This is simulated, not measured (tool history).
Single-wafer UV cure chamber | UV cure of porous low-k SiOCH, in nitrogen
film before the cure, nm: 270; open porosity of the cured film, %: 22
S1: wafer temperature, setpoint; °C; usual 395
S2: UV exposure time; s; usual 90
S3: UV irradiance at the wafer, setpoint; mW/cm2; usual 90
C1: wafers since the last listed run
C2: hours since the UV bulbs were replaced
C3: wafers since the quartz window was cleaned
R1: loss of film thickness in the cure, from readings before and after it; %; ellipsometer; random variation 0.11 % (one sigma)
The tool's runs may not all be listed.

run	hour	S1	S2	S3	C1	C2	C3	R1
1	0.0	395	90	90	0	1021.1	1124	8.401
2	60.8	395	90	90	517	1081.9	1641	8.519
3	94.8	395	90	90	289	1115.9	1931	8.595
# hour 182.5: quartz window cleaned
4	183.0	381	90	90	682	1204.1	4	8.291
5	210.7	395	90	107	235	1231.8	240	9.337
6	229.5	395	90	107	160	1250.6	400	9.275
7	248.1	395	90	90	158	1269.2	558	8.358
8	272.4	395	90	90	206	1293.5	765	8.394
# hour 295.3: UV bulbs replaced
9	376.4	395	90	90	817	81.1	1582	8.453
10	407.4	402	65	90	263	112.1	1846	6.876
11	429.3	395	60	90	186	134.0	2032	6.541
12	445.3	395	105	90	136	150.0	2169	9.078
13	460.1	395	65	90	125	164.8	2294	6.895
14	473.7	395	90	90	115	178.4	2410	8.343
15	509.0	395	90	115	300	213.7	2711	9.446
# hour 530.9: quartz window cleaned
16	543.5	395	90	90	225	248.2	107	8.278
17	577.4	395	90	90	288	282.1	395	8.547
18	605.2	395	90	90	236	309.9	632	8.418
19	620.5	386	55	101	130	325.2	762	6.656
20	642.5	379	90	90	187	347.2	949	8.155
21	657.1	411	125	52	124	361.8	1074	7.663
22	675.4	379	90	90	155	380.1	1229	7.902
23	691.1	395	90	111	133	395.8	1363	9.187

The next listed run, before its measurement:
24	707.3	402	65	90	137	412.0	1501	?

{"run 24": {"R1": 7.104}}
Without the tool's hidden state the same run would have given R1 7.104 %.
